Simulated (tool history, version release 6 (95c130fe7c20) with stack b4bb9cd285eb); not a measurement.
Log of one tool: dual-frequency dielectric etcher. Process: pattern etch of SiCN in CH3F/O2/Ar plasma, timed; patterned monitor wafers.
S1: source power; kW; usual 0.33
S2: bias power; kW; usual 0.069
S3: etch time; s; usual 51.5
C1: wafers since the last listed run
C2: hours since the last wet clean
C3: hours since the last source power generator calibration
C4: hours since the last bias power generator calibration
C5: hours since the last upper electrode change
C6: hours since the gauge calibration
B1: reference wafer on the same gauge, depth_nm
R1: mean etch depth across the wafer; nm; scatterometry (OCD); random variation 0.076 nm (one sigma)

| run | day | S1 | S2 | S3 | C1 | C2 | C3 | C4 | C5 | C6 | B1 | R1 |
|---|---|---|---|---|---|---|---|---|---|---|---|---|
| 1 | 0 | 0.33 | 0.069 | 39.5 | 0 | 5.6 | 2230 | 1900 | 2922.7 | 1141.1 | 18.94 | 12.2 |
| 2 | 3.554 | 0.33 | 0.069 | 51.5 | 899 | 90.9 | 2315.3 | 1985.3 | 3008 | 1226.4 | 18.91 | 16.18 |
| 3 | 6.542 | 0.29 | 0.069 | 51.5 | 755 | 162.6 | 2387 | 2057 | 3079.7 | 1298.1 | 18.93 | 15.58 |
| 4 | 10.325 | 0.29 | 0.069 | 51.5 | 957 | 253.4 | 2477.8 | 2147.8 | 3170.5 | 1388.9 | 18.92 | 15.75 |
| 5 | 13.462 | 0.3 | 0.069 | 51.5 | 793 | 328.7 | 2553.1 | 2223.1 | 3245.8 | 1464.2 | 18.89 | 15.93 |
| 6 | 15.429 | 0.33 | 0.069 | 51.5 | 497 | 375.9 | 2600.3 | 2270.3 | 3293 | 1511.4 | 18.87 | 16.39 |
|  | 17.379 | wet clean of the chamber |
| 7 | 20.779 | 0.33 | 0.069 | 51.5 | 1100 | 81.6 | 2728.7 | 2398.7 | 3421.4 | 1639.8 | 18.88 | 16.19 |
| 8 | 23.4 | 0.33 | 0.069 | 58 | 663 | 144.5 | 2791.6 | 2461.6 | 3484.3 | 1702.7 | 18.92 | 18.27 |
|  | 26.071 | bias power generator calibrated |
| 9 | 27.167 | 0.33 | 0.069 | 58 | 910 | 234.9 | 2882 | 26.3 | 3574.7 | 1793.1 | 18.88 | 18.26 |
| 10 | 30.192 | 0.33 | 0.069 | 58 | 765 | 307.5 | 2954.6 | 98.9 | 3647.3 | 1865.7 | 18.89 | 18.41 |
| 11 | 34.017 | 0.33 | 0.069 | 51.5 | 967 | 399.3 | 3046.4 | 190.7 | 3739.1 | 1957.5 | 18.92 | 16.46 |
|  | 37.85 | wet clean of the chamber |
| 12 | 38.125 | 0.33 | 0.069 | 51.5 | 786 | 6.6 | 3145 | 289.3 | 3837.7 | 2056.1 | 18.92 | 16 |
| 13 | 41.467 | 0.33 | 0.069 | 66.5 | 845 | 86.8 | 3225.2 | 369.5 | 3917.9 | 2136.3 | 18.88 | 20.81 |
| 14 | 43.146 | 0.39 | 0.056 | 51.5 | 424 | 127.1 | 3265.5 | 409.8 | 3958.2 | 2176.6 | 18.91 | 15.21 |
| 15 | 45.333 | 0.33 | 0.069 | 51.5 | 553 | 179.6 | 3318 | 462.3 | 4010.7 | 2229.1 | 18.89 | 16.36 |
|  | 47.921 | gauge calibrated |
| 16 | 48.071 | 0.33 | 0.056 | 51.5 | 692 | 245.3 | 3383.7 | 528 | 4076.4 | 3.6 | 18.87 | 14.57 |
| 17 | 51.067 | 0.38 | 0.056 | 36 | 758 | 317.2 | 3455.6 | 599.9 | 4148.3 | 75.5 | 18.9 | 10.64 |
|  | 54.854 | source power generator calibrated |
|  | 55.412 | upper electrode replaced |
| 18 | 55.433 | 0.33 | 0.053 | 38 | 920 | 422 | 13.9 | 704.7 | 0.5 | 180.3 | 18.93 | 10.55 |
| 19 | 56.592 | 0.33 | 0.069 | 51.5 | 293 | 449.8 | 41.7 | 732.5 | 28.3 | 208.1 | 18.89 | 16.41 |
|  | 58.971 | wet clean of the chamber |
| 20 | 58.992 | 0.35 | 0.083 | 61 | 354 | 0.5 | 99.3 | 790.1 | 85.9 | 265.7 | 18.91 | 21.26 |
| 21 | 59.921 | 0.4 | 0.074 | 64.5 | 235 | 22.8 | 121.6 | 812.4 | 108.2 | 288 | 18.88 | 22.21 |
| 22 | 61.754 | 0.36 | 0.054 | 64.5 | 463 | 66.8 | 165.6 | 856.4 | 152.2 | 332 | 18.9 | 18.2 |
| 23 | 66.208 | 0.33 | 0.08 | 39.5 | 1127 | 173.7 | 272.5 | 963.3 | 259.1 | 438.9 | 18.88 | 13.43 |
| 24 | 69.804 | 0.3 | 0.058 | 62.5 | 909 | 260 | 358.8 | 1049.6 | 345.4 | 525.2 | 18.89 | 17.85 |
| 25 | 72.8 | 0.33 | 0.069 | 43.5 | 758 | 331.9 | 430.7 | 1121.5 | 417.3 | 597.1 | 18.92 | 13.93 |

What the log doesn't show, run by run:
source power that arrives over what is set, %: 0 in every run
bias power that arrives over what is set, %: 0 in every run
gauge reads high (%): 0 in every run
H1: etch rate over this chamber's usual, %
| run | H1 |
|---|---|
| 1 | -0.537 |
| 2 | 0.0337 |
| 3 | 0.514 |
| 4 | 1.12 |
| 5 | 1.63 |
| 6 | 1.94 |
| 7 | 0.572 |
| 8 | 0.993 |
| 9 | 1.6 |
| 10 | 2.08 |
| 11 | 2.7 |
| 12 | -0.106 |
| 13 | 0.431 |
| 14 | 0.7 |
| 15 | 1.05 |
| 16 | 1.49 |
| 17 | 1.97 |
| 18 | 2.67 |
| 19 | 2.86 |
| 20 | 0.637 |
| 21 | 0.787 |
| 22 | 1.08 |
| 23 | 1.8 |
| 24 | 2.37 |
| 25 | 2.86 |
